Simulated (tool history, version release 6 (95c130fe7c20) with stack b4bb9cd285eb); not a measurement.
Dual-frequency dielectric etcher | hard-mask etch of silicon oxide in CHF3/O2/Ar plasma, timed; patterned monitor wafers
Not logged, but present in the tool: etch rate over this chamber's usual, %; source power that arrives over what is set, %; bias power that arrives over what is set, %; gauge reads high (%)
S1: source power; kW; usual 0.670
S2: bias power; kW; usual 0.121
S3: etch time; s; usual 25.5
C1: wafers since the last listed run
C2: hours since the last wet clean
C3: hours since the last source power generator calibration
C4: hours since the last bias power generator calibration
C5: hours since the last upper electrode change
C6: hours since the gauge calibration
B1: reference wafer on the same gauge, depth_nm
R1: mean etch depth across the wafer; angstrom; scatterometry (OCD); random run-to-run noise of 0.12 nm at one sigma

run 1 hour=0.0 | S1=0.620 S2=0.121 S3=25.5 | C1=0 C2=234.1 C3=1972.6 C4=4132.7 C5=2615.8 C6=259.3 | B1=42.55 | R1=423.4
run 2 hour=39.0 | S1=0.620 S2=0.121 S3=25.5 | C1=428 C2=273.1 C3=2011.6 C4=4171.7 C5=2654.8 C6=298.3 | B1=42.55 | R1=425.6
run 3 hour=143.7 | S1=0.670 S2=0.109 S3=25.5 | C1=1149 C2=377.8 C3=2116.3 C4=4276.4 C5=2759.5 C6=403.0 | B1=42.46 | R1=425.4
run 4 hour=188.7 | S1=0.670 S2=0.109 S3=25.5 | C1=494 C2=422.8 C3=2161.3 C4=4321.4 C5=2804.5 C6=448.0 | B1=42.45 | R1=423.0
run 5 hour=264.2 | S1=0.670 S2=0.109 S3=25.5 | C1=829 C2=498.3 C3=2236.8 C4=4396.9 C5=2880.0 C6=523.5 | B1=42.33 | R1=422.1
-- hour=326.6 wet clean of the chamber
run 6 hour=343.9 | S1=0.670 S2=0.121 S3=25.5 | C1=611 C2=17.3 C3=2316.5 C4=4476.6 C5=2959.7 C6=603.2 | B1=42.24 | R1=439.3
-- hour=380.3 source power generator calibrated
-- hour=428.5 upper electrode replaced
run 7 hour=450.2 | S1=0.670 S2=0.121 S3=25.5 | C1=859 C2=123.6 C3=69.9 C4=4582.9 C5=21.7 C6=709.5 | B1=42.14 | R1=437.0
run 8 hour=549.1 | S1=0.530 S2=0.099 S3=25.5 | C1=1086 C2=222.5 C3=168.8 C4=4681.8 C5=120.6 C6=808.4 | B1=41.98 | R1=357.2
run 9 hour=600.1 | S1=0.670 S2=0.112 S3=28.0 | C1=560 C2=273.5 C3=219.8 C4=4732.8 C5=171.6 C6=859.4 | B1=41.92 | R1=463.6
-- hour=614.3 gauge calibrated
run 10 hour=680.1 | S1=0.770 S2=0.131 S3=31.0 | C1=878 C2=353.5 C3=299.8 C4=4812.8 C5=251.6 C6=65.8 | B1=42.50 | R1=590.8
-- hour=701.0 bias power generator calibrated
run 11 hour=781.4 | S1=0.670 S2=0.148 S3=25.5 | C1=1068 C2=454.8 C3=401.1 C4=80.4 C5=352.9 C6=167.1 | B1=42.43 | R1=470.2
-- hour=909.1 wet clean of the chamber
run 12 hour=909.6 | S1=0.620 S2=0.121 S3=25.5 | C1=1144 C2=0.5 C3=529.3 C4=208.6 C5=481.1 C6=295.3 | B1=42.43 | R1=422.7
run 13 hour=941.9 | S1=0.670 S2=0.121 S3=25.5 | C1=354 C2=32.8 C3=561.6 C4=240.9 C5=513.4 C6=327.6 | B1=42.42 | R1=440.5
run 14 hour=1016.0 | S1=0.670 S2=0.146 S3=25.5 | C1=813 C2=106.9 C3=635.7 C4=315.0 C5=587.5 C6=401.7 | B1=42.35 | R1=470.9
run 15 hour=1063.4 | S1=0.670 S2=0.121 S3=25.5 | C1=520 C2=154.3 C3=683.1 C4=362.4 C5=634.9 C6=449.1 | B1=42.30 | R1=439.9

List, for all runs, the conditions of the tool that the log does not record:
etch rate over this chamber's usual, %: 0 at every run
source power that arrives over what is set, %: 0 at every run
bias power that arrives over what is set, %: 0 at every run
H1: gauge reads high (%)
run=1 H1=-0.162
run=2 H1=-0.209
run=3 H1=-0.367
run=4 H1=-0.449
run=5 H1=-0.607
run=6 H1=-0.799
run=7 H1=-1.1
run=8 H1=-1.42
run=9 H1=-1.6
run=10 H1=-0.23
run=11 H1=-0.281
run=12 H1=-0.408
run=13 H1=-0.451
run=14 H1=-0.567
run=15 H1=-0.654
